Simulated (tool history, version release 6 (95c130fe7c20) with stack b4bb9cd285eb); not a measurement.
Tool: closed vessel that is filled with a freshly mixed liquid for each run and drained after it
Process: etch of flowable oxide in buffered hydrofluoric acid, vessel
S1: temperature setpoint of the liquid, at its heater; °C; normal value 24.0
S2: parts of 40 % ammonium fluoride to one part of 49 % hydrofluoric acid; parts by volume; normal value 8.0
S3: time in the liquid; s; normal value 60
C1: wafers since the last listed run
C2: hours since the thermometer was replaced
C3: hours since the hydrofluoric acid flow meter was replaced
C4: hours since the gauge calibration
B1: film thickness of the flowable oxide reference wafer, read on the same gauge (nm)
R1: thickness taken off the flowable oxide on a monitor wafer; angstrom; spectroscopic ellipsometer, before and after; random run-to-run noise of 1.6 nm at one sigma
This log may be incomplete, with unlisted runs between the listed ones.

| run | hour | S1 | S2 | S3 | C1 | C2 | C3 | C4 | B1 | R1 |
|---|---|---|---|---|---|---|---|---|---|---|
| 1 | 0.0 | 24.0 | 8.0 | 35 | 0 | 298.9 | 2118.2 | 511.5 | 129.99 | 2222.7 |
| 2 | 33.1 | 24.0 | 8.0 | 35 | 2703 | 332.0 | 2151.3 | 544.6 | 129.97 | 2252.9 |
| 3 | 64.4 | 25.5 | 8.0 | 60 | 2556 | 363.3 | 2182.6 | 575.9 | 130.00 | 4150.3 |
| 4 | 78.8 | 25.5 | 8.0 | 60 | 1176 | 377.7 | 2197.0 | 590.3 | 130.02 | 4175.0 |
| 5 | 100.8 | 25.5 | 8.0 | 60 | 1796 | 399.7 | 2219.0 | 612.3 | 130.00 | 4186.0 |
| 6 | 134.2 | 24.0 | 8.0 | 75 | 2727 | 433.1 | 2252.4 | 645.7 | 129.99 | 4820.9 |
| 7 | 168.8 | 24.0 | 8.0 | 75 | 2825 | 467.7 | 2287.0 | 680.3 | 130.01 | 4813.4 |
| 8 | 201.8 | 26.5 | 8.0 | 60 | 2695 | 500.7 | 2320.0 | 713.3 | 130.01 | 4462.3 |
| 9 | 220.1 | 26.5 | 8.0 | 60 | 1494 | 519.0 | 2338.3 | 731.6 | 130.00 | 4400.8 |
| 10 | 239.1 | 26.5 | 8.0 | 60 | 1551 | 538.0 | 2357.3 | 750.6 | 130.00 | 4425.3 |
| 11 | 266.8 | 24.0 | 8.0 | 60 | 2262 | 565.7 | 2385.0 | 778.3 | 130.00 | 3880.3 |
| 12 | 301.0 | 24.0 | 8.0 | 60 | 2793 | 599.9 | 2419.2 | 812.5 | 130.03 | 3909.5 |
|  | 314.8 | hydrofluoric acid flow meter replaced |
| 13 | 320.4 | 25.5 | 8.0 | 80 | 1502 | 619.3 | 5.6 | 831.9 | 129.99 | 5652.6 |
| 14 | 333.5 | 24.0 | 8.0 | 60 | 1069 | 632.4 | 18.7 | 845.0 | 130.01 | 3933.9 |
|  | 357.2 | thermometer replaced |
| 15 | 367.8 | 28.5 | 9.0 | 60 | 2719 | 10.6 | 53.0 | 879.3 | 129.99 | 4199.7 |
| 16 | 401.2 | 20.5 | 6.0 | 60 | 2727 | 44.0 | 86.4 | 912.7 | 130.02 | 4087.6 |
| 17 | 420.4 | 24.0 | 8.0 | 30 | 1568 | 63.2 | 105.6 | 931.9 | 130.02 | 1883.0 |
| 18 | 454.1 | 19.5 | 8.0 | 45 | 2752 | 96.9 | 139.3 | 965.6 | 130.01 | 2204.8 |
| 19 | 528.3 | 24.0 | 5.5 | 60 | 6059 | 171.1 | 213.5 | 1039.8 | 130.01 | 5388.1 |
|  | 529.7 | gauge calibrated |
| 20 | 560.3 | 19.5 | 9.5 | 35 | 2613 | 203.1 | 245.5 | 30.6 | 129.98 | 1467.0 |

Run 21, settings as shown, results not yet in. Your forecast:
| 21 | 594.6 | 24.0 | 8.0 | 60 | 2801 | 237.4 | 279.8 | 64.9 | ? | ? |

Run 21 produced B1 130.01, R1 3806.1 angstrom.
Take away the tool's hidden state, keep the run-to-run variation as it was, and the same run would have given R1 3724.2 angstrom.

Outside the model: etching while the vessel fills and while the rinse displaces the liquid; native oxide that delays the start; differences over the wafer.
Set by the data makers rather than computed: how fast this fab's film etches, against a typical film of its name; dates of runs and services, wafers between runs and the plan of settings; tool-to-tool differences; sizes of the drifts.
